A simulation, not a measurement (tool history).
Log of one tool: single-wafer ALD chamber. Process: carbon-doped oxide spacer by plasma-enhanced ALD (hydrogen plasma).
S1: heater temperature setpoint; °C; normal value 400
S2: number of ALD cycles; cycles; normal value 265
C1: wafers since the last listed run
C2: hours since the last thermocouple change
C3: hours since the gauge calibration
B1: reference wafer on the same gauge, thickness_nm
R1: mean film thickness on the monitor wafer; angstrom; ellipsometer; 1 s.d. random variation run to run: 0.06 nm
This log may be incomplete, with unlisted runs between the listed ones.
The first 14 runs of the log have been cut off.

run,day,S1,S2,C1,C2,C3,B1,R1
# day 58.354: thermocouple changed; heater temperature recalibrated
15,59.904,400,265,116,37.2,2056.4,14.550,125.01
# day 61.008: gauge calibrated
16,63.225,400,265,107,116.9,53.2,15.094,129.87
17,66.446,400,265,103,194.2,130.5,15.089,130.86
18,69.392,400,265,94,264.9,201.2,15.086,129.89
19,71.975,405,265,83,326.9,263.2,15.050,128.37
20,76.333,405,265,140,431.5,367.8,15.015,128.00
21,79.121,400,265,89,498.4,434.7,15.002,129.41
22,82.896,387,244,121,589.0,525.3,14.981,119.63
23,84.733,400,265,59,633.1,569.4,14.982,129.73
24,87.271,385,236,81,694.0,630.3,14.963,114.48
25,91.204,400,315,126,788.4,724.7,14.933,153.25
26,93.925,392,265,87,853.7,790.0,14.906,128.64

Run 27 comes next. What will it give?
27,96.225,393,289,74,908.9,845.2,?,?

For run 27 the tool returned B1 14.909, R1 140.73 angstrom.
Take away the tool's hidden state, keep the run-to-run variation as it was, and the same run would have given R1 142.60 angstrom.
